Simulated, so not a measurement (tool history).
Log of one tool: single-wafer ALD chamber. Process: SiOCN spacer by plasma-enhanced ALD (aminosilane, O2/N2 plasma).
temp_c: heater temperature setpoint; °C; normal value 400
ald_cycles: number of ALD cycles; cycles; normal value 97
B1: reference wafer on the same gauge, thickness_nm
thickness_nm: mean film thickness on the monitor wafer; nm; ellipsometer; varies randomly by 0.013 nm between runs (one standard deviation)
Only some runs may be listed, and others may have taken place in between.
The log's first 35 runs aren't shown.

run 36 hour=1733.9 | temp_c=400 ald_cycles=97 | B1=4.92 | thickness_nm=5.19
run 37 hour=1781.1 | temp_c=405 ald_cycles=91 | B1=4.919 | thickness_nm=4.82
run 38 hour=1810.6 | temp_c=400 ald_cycles=103 | B1=4.919 | thickness_nm=5.52
run 39 hour=1869 | temp_c=410 ald_cycles=83 | B1=4.921 | thickness_nm=4.297
run 40 hour=1931.2 | temp_c=400 ald_cycles=90 | B1=4.917 | thickness_nm=4.848
run 41 hour=1973.2 | temp_c=400 ald_cycles=97 | B1=4.919 | thickness_nm=5.213
run 42 hour=2035.3 | temp_c=400 ald_cycles=80 | B1=4.92 | thickness_nm=4.305
run 43 hour=2094 | temp_c=409 ald_cycles=112 | B1=4.921 | thickness_nm=5.808
run 44 hour=2131.4 | temp_c=396 ald_cycles=97 | B1=4.918 | thickness_nm=5.216

Branching from run 44: 4 alternative next runs. What would each branch give?
run A hour=2132 | temp_c=400 ald_cycles=97 | B1=? | thickness_nm=?
run B hour=2132 | temp_c=405 ald_cycles=97 | B1=? | thickness_nm=?
run C hour=2132 | temp_c=414 ald_cycles=97 | B1=? | thickness_nm=?
run D hour=2132 | temp_c=387 ald_cycles=102 | B1=? | thickness_nm=?

run=A B1=4.92 thickness_nm=5.19
run=B B1=4.92 thickness_nm=5.101
run=C B1=4.92 thickness_nm=4.942
run=D B1=4.92 thickness_nm=5.458
Without the tool's hidden state the same runs would have given:
run=A thickness_nm=5.19
run=B thickness_nm=5.101
run=C thickness_nm=4.942
run=D thickness_nm=5.458
